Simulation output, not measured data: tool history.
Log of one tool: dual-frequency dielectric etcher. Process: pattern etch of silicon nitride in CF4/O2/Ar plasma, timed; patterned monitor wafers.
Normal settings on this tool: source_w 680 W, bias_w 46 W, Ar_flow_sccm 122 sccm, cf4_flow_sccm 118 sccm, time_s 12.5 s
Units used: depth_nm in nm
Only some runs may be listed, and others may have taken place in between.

run	day	source_w	bias_w	Ar_flow_sccm	cf4_flow_sccm	time_s	read-back reference wafer on the same gauge, depth_nm	depth_nm
1	0.000	680	46	122	118	12.5	30.40	31.18
2	0.012	680	46	122	118	12.5	30.39	31.13
3	0.154	680	46	122	118	12.5	30.39	31.10
4	0.633	680	46	122	118	12.5	30.40	31.05
5	1.075	680	46	122	118	12.5	30.38	31.05
6	1.542	680	46	122	103	12.5	30.40	30.62
7	2.008	680	46	122	103	12.5	30.42	30.53
# day 2.696: bias power generator calibrated
# day 3.100: source power generator calibrated
# day 3.325: upper electrode replaced
8	3.346	810	53	122	118	12.5	30.41	35.59
9	3.358	590	55	122	118	10.5	30.43	26.35
10	3.529	680	46	122	118	12.5	30.40	31.12
# day 4.167: Ar flow controller replaced
11	4.188	510	50	122	118	9.5	30.40	21.62
12	4.471	680	46	122	118	12.5	30.41	30.98
13	4.988	680	46	122	118	12.5	30.41	30.94
# day 5.192: gauge calibrated
# day 5.496: CF4 flow controller replaced
14	5.517	680	53	94	118	12.5	30.39	33.21
15	5.879	680	46	97	118	12.5	30.40	31.50
16	6.217	680	46	122	118	12.5	30.43	31.01
17	6.642	680	39	122	142	12.5	30.41	29.80
18	7.217	680	51	122	118	12.5	30.40	32.17
19	7.625	680	46	122	118	12.5	30.41	30.90
20	7.975	740	46	122	118	12.5	30.39	32.12
21	8.367	680	46	122	118	12.5	30.42	31.01
22	9.067	680	53	122	95	12.5	30.39	31.80

Each row is a separate what-if for the run after 22, all from the same tool condition, not one after another. Results?
A	9.083	680	46	122	118	12.5	?	?
B	9.083	680	46	150	118	12.5	?	?
C	9.083	800	41	144	118	16.0	?	?

run	read-back reference wafer on the same gauge, depth_nm	depth_nm
A	30.38	30.92
B	30.38	30.47
C	30.38	40.41
What these runs would have given with no unlogged condition in the tool:
run	depth_nm
A	31.11
B	30.66
C	40.66
